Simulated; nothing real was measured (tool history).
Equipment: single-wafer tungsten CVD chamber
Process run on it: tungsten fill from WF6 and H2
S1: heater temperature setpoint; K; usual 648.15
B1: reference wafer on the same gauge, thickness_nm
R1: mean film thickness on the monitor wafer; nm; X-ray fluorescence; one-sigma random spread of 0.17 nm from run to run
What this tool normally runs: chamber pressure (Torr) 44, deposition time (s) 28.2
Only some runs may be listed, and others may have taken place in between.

run 1 hour=0 | S1=648.15 chamber_pressure_(Torr)=44 deposition_time_(s)=28.2 | B1=48.9 | R1=57.693
run 2 hour=73.3 | S1=648.15 chamber_pressure_(Torr)=44 deposition_time_(s)=28.2 | B1=48.916 | R1=57.563
-- hour=157.9 capacitance manometer re-zeroed and calibrated
run 3 hour=212.1 | S1=648.15 chamber_pressure_(Torr)=44 deposition_time_(s)=28.2 | B1=48.91 | R1=57.729
run 4 hour=273.9 | S1=648.15 chamber_pressure_(Torr)=44 deposition_time_(s)=28.2 | B1=48.94 | R1=57.313
run 5 hour=322.2 | S1=648.15 chamber_pressure_(Torr)=44 deposition_time_(s)=28.2 | B1=48.894 | R1=57.183
run 6 hour=361.8 | S1=648.15 chamber_pressure_(Torr)=50.8 deposition_time_(s)=28.2 | B1=48.889 | R1=60.844
run 7 hour=411.4 | S1=648.15 chamber_pressure_(Torr)=44 deposition_time_(s)=32.1 | B1=48.848 | R1=65.544
run 8 hour=497.2 | S1=648.15 chamber_pressure_(Torr)=44 deposition_time_(s)=32.1 | B1=48.899 | R1=64.705
run 9 hour=669.6 | S1=648.15 chamber_pressure_(Torr)=44 deposition_time_(s)=31 | B1=48.854 | R1=62.806
run 10 hour=748.3 | S1=648.15 chamber_pressure_(Torr)=44 deposition_time_(s)=31 | B1=48.891 | R1=62.613
run 11 hour=840.5 | S1=648.15 chamber_pressure_(Torr)=44 deposition_time_(s)=28.2 | B1=48.914 | R1=57.118
run 12 hour=925.1 | S1=648.15 chamber_pressure_(Torr)=44 deposition_time_(s)=28.2 | B1=48.891 | R1=56.883
run 13 hour=997.3 | S1=648.15 chamber_pressure_(Torr)=44 deposition_time_(s)=28.2 | B1=48.891 | R1=56.615
-- hour=1043.5 gauge calibrated
run 14 hour=1065.3 | S1=648.15 chamber_pressure_(Torr)=44 deposition_time_(s)=28.2 | B1=48.878 | R1=56.421
run 15 hour=1161.5 | S1=648.15 chamber_pressure_(Torr)=53.7 deposition_time_(s)=26.3 | B1=48.892 | R1=57.099
run 16 hour=1208.6 | S1=641.15 chamber_pressure_(Torr)=44 deposition_time_(s)=28.2 | B1=48.927 | R1=47.398
-- hour=1279.1 thermocouple changed; heater temperature recalibrated
run 17 hour=1313.5 | S1=655.15 chamber_pressure_(Torr)=44 deposition_time_(s)=28.2 | B1=48.898 | R1=65.189
-- hour=1369.1 showerhead replaced
run 18 hour=1385.9 | S1=648.15 chamber_pressure_(Torr)=54.4 deposition_time_(s)=29.8 | B1=48.881 | R1=63.894
run 19 hour=1436.7 | S1=648.15 chamber_pressure_(Torr)=44 deposition_time_(s)=28.2 | B1=48.927 | R1=55.12
run 20 hour=1501.7 | S1=648.15 chamber_pressure_(Torr)=44 deposition_time_(s)=28.2 | B1=48.917 | R1=54.953
run 21 hour=1566.8 | S1=648.15 chamber_pressure_(Torr)=36.4 deposition_time_(s)=31.2 | B1=48.891 | R1=56.442
run 22 hour=1614.4 | S1=659.15 chamber_pressure_(Torr)=54.7 deposition_time_(s)=23.4 | B1=48.886 | R1=64.569
-- hour=1639.4 thermocouple changed; heater temperature recalibrated, repeated, since the last time left the tool worse
run 23 hour=1657.8 | S1=648.15 chamber_pressure_(Torr)=44 deposition_time_(s)=28.2 | B1=48.892 | R1=58.257
run 24 hour=1707.4 | S1=648.15 chamber_pressure_(Torr)=44 deposition_time_(s)=32 | B1=48.932 | R1=65.915
run 25 hour=1797.2 | S1=648.15 chamber_pressure_(Torr)=36.8 deposition_time_(s)=28.2 | B1=48.914 | R1=53.944
run 26 hour=1867.4 | S1=648.15 chamber_pressure_(Torr)=44 deposition_time_(s)=28.2 | B1=48.877 | R1=58.356
-- hour=1876.3 capacitance manometer re-zeroed and calibrated
run 27 hour=2183 | S1=662.15 chamber_pressure_(Torr)=53.5 deposition_time_(s)=24.9 | B1=48.861 | R1=76.907
run 28 hour=2435.3 | S1=648.15 chamber_pressure_(Torr)=44 deposition_time_(s)=28.2 | B1=48.9 | R1=58.029

Pick out some run-to-run changes in R1. Of each, how much would a tool without hidden state show as well, from the settings, what came in and chance, and how much is left for the hidden state and any gauge scatter not in both results compared?
Hidden state present: wafer temperature above the value expected at the setpoint (K); true pressure above the setpoint (%); gauge reads high (%).
Run 16 -> 17: S1 641.15 -> 655.15, thermocouple changed; heater temperature recalibrated. R1 +17.791 nm: hidden state -1.842, all else +19.633.
Run 22 -> 23: S1 659.15 -> 648.15, chamber pressure (Torr) 54.7 -> 44, deposition time (s) 23.4 -> 28.2, thermocouple changed; heater temperature recalibrated, repeated, since the last time left the tool worse. R1 -6.312 nm: hidden state +3.345, all else -9.657.
Run 26 -> 27: S1 648.15 -> 662.15, chamber pressure (Torr) 44 -> 53.5, deposition time (s) 28.2 -> 24.9, capacitance manometer re-zeroed and calibrated. R1 +18.551 nm: hidden state -0.083, all else +18.634.
Run 27 -> 28: S1 662.15 -> 648.15, chamber pressure (Torr) 53.5 -> 44, deposition time (s) 24.9 -> 28.2. R1 -18.878 nm: hidden state -0.048, all else -18.83.

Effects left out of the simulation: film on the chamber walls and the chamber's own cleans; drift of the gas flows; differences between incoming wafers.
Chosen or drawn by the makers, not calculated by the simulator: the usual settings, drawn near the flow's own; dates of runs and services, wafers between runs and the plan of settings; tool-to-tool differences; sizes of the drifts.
